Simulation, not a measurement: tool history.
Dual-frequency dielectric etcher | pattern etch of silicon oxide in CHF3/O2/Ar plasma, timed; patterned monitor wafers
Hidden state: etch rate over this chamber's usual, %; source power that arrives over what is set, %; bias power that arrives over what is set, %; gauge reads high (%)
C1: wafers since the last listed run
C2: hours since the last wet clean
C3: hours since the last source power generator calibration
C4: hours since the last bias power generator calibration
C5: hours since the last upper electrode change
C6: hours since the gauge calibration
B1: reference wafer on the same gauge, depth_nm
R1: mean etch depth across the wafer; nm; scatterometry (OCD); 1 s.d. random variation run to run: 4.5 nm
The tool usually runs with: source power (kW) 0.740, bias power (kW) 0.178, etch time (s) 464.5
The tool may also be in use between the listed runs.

Run 1, hour 0.0: usual settings but source power (kW) 0.610; C1 0; C2 321.7; C3 3207.5; C4 105.1; C5 2968.5; C6 94.3; B1 1100.0. Result: R1 899.1 nm.
Run 2, hour 53.7: usual settings; C1 158; C2 375.4; C3 3261.2; C4 158.8; C5 3022.2; C6 148.0; B1 1100.1. Result: R1 965.6 nm.
Run 3, hour 119.2: usual settings; C1 193; C2 440.9; C3 3326.7; C4 224.3; C5 3087.7; C6 213.5; B1 1101.2. Result: R1 972.3 nm.
Run 4, hour 143.2: usual settings but etch time (s) 555.5; C1 70; C2 464.9; C3 3350.7; C4 248.3; C5 3111.7; C6 237.5; B1 1099.4. Result: R1 1154.0 nm.
Run 5, hour 168.6: usual settings but etch time (s) 555.5; C1 74; C2 490.3; C3 3376.1; C4 273.7; C5 3137.1; C6 262.9; B1 1099.7. Result: R1 1145.2 nm.
Run 6, hour 236.1: usual settings; C1 199; C2 557.8; C3 3443.6; C4 341.2; C5 3204.6; C6 330.4; B1 1099.7. Result: R1 953.9 nm.
At hour 263.6: wet clean of the chamber.
Run 7, hour 283.4: usual settings but source power (kW) 0.900, bias power (kW) 0.151, etch time (s) 500.5; C1 68; C2 19.8; C3 3490.9; C4 388.5; C5 3251.9; C6 377.7; B1 1101.5. Result: R1 1066.3 nm.
Run 8, hour 320.3: usual settings but source power (kW) 0.920, bias power (kW) 0.160, etch time (s) 595.5; C1 108; C2 56.7; C3 3527.8; C4 425.4; C5 3288.8; C6 414.6; B1 1099.3. Result: R1 1316.7 nm.
Run 9, hour 388.5: usual settings but source power (kW) 0.880, etch time (s) 576.0; C1 201; C2 124.9; C3 3596.0; C4 493.6; C5 3357.0; C6 482.8; B1 1101.2. Result: R1 1321.7 nm.
Run 10, hour 454.5: usual settings but source power (kW) 0.800, bias power (kW) 0.155; C1 194; C2 190.9; C3 3662.0; C4 559.6; C5 3423.0; C6 548.8; B1 1100.7. Result: R1 942.6 nm.
Run 11, hour 510.1: usual settings; C1 163; C2 246.5; C3 3717.6; C4 615.2; C5 3478.6; C6 604.4; B1 1100.2. Result: R1 985.0 nm.
Run 12, hour 535.5: usual settings but etch time (s) 340.5; C1 74; C2 271.9; C3 3743.0; C4 640.6; C5 3504.0; C6 629.8; B1 1102.0. Result: R1 717.4 nm.
Run 13, hour 577.8: usual settings but bias power (kW) 0.220, etch time (s) 527.0; C1 124; C2 314.2; C3 3785.3; C4 682.9; C5 3546.3; C6 672.1; B1 1099.9. Result: R1 1231.2 nm.
Run 14, hour 604.4: usual settings but etch time (s) 555.5; C1 78; C2 340.8; C3 3811.9; C4 709.5; C5 3572.9; C6 698.7; B1 1099.6. Result: R1 1167.6 nm.
Run 15, hour 651.1: usual settings but source power (kW) 0.640; C1 137; C2 387.5; C3 3858.6; C4 756.2; C5 3619.6; C6 745.4; B1 1098.0. Result: R1 908.2 nm.
At hour 662.8: source power generator calibrated.
At hour 727.3: wet clean of the chamber.
Run 16, hour 727.8: usual settings; C1 143; C2 0.5; C3 65.0; C4 832.9; C5 3696.3; C6 822.1; B1 1102.0. Result: R1 1018.7 nm.
Run 17, hour 753.3: usual settings; C1 75; C2 26.0; C3 90.5; C4 858.4; C5 3721.8; C6 847.6; B1 1098.4. Result: R1 1012.7 nm.
Run 18, hour 802.1: usual settings but source power (kW) 0.570, bias power (kW) 0.207, etch time (s) 417.0; C1 143; C2 74.8; C3 139.3; C4 907.2; C5 3770.6; C6 896.4; B1 1100.6. Result: R1 883.8 nm.
At hour 837.3: upper electrode replaced.
Run 19, hour 858.0: usual settings but source power (kW) 0.880, bias power (kW) 0.205, etch time (s) 538.0; C1 94; C2 130.7; C3 195.2; C4 963.1; C5 20.7; C6 952.3; B1 1101.3. Result: R1 1334.2 nm.
Run 20, hour 888.7: usual settings; C1 90; C2 161.4; C3 225.9; C4 993.8; C5 51.4; C6 983.0; B1 1099.7. Result: R1 992.9 nm.
Run 21, hour 951.4: usual settings but source power (kW) 0.670, bias power (kW) 0.160; C1 184; C2 224.1; C3 288.6; C4 1056.5; C5 114.1; C6 1045.7; B1 1100.5. Result: R1 901.9 nm.
Run 22, hour 1020.8: usual settings but source power (kW) 0.790, bias power (kW) 0.157, etch time (s) 518.0; C1 204; C2 293.5; C3 358.0; C4 1125.9; C5 183.5; C6 1115.1; B1 1099.9. Result: R1 1056.6 nm.
Run 23, hour 1087.7: usual settings but source power (kW) 0.790, bias power (kW) 0.191, etch time (s) 416.0; C1 197; C2 360.4; C3 424.9; C4 1192.8; C5 250.4; C6 1182.0; B1 1101.3. Result: R1 928.7 nm.
Run 24, hour 1141.7: usual settings but source power (kW) 0.880, etch time (s) 557.5; C1 159; C2 414.4; C3 478.9; C4 1246.8; C5 304.4; C6 1236.0; B1 1100.4. Result: R1 1250.9 nm.
Run 25, hour 1172.7: usual settings but source power (kW) 0.690, bias power (kW) 0.163, etch time (s) 373.5; C1 91; C2 445.4; C3 509.9; C4 1277.8; C5 335.4; C6 1267.0; B1 1099.7. Result: R1 728.5 nm.
At hour 1206.0: wet clean of the chamber.
Run 26, hour 1240.7: usual settings but bias power (kW) 0.200; C1 129; C2 34.7; C3 577.9; C4 1345.8; C5 403.4; C6 1335.0; B1 1099.8. Result: R1 1074.5 nm.
At hour 1285.1: gauge calibrated.
Run 27, hour 1310.2: usual settings; C1 204; C2 104.2; C3 647.4; C4 1415.3; C5 472.9; C6 25.1; B1 1100.3. Result: R1 1011.3 nm.
Run 28, hour 1381.8: usual settings but source power (kW) 0.800, etch time (s) 402.5; C1 211; C2 175.8; C3 719.0; C4 1486.9; C5 544.5; C6 96.7; B1 1097.8. Result: R1 888.0 nm.
Run 29, hour 1434.2: usual settings but source power (kW) 0.880, etch time (s) 515.0; C1 154; C2 228.2; C3 771.4; C4 1539.3; C5 596.9; C6 149.1; B1 1100.2. Result: R1 1180.2 nm.
Run 30, hour 1471.9: usual settings but source power (kW) 0.630, etch time (s) 573.0; C1 111; C2 265.9; C3 809.1; C4 1577.0; C5 634.6; C6 186.8; B1 1099.3. Result: R1 1138.9 nm.

Exercise: give the hidden state of the tool at every run:
source power that arrives over what is set, %: 0 on each run
gauge reads high (%): 0 on each run
H1: etch rate over this chamber's usual, %
H2: bias power that arrives over what is set, %
run      H1      H2
  1   -3.45  -0.201
  2      -4  -0.105
  3   -4.67  0.0122
  4   -4.92   0.055
  5   -5.18     0.1
  6   -5.88   0.221
  7   -1.01   0.305
  8   -1.39   0.371
  9   -2.09   0.493
 10   -2.77   0.611
 11   -3.34    0.71
 12   -3.61   0.756
 13   -4.04   0.831
 14   -4.31   0.879
 15   -4.79   0.962
 16  -0.359     1.1
 17  -0.621    1.14
 18   -1.12    1.23
 19    -1.7    1.33
 20   -2.01    1.39
 21   -2.66     1.5
 22   -3.37    1.62
 23   -4.06    1.74
 24   -4.61    1.84
 25   -4.93    1.89
 26   -1.01    2.02
 27   -1.73    2.14
 28   -2.47    2.27
 29      -3    2.36
 30   -3.39    2.43
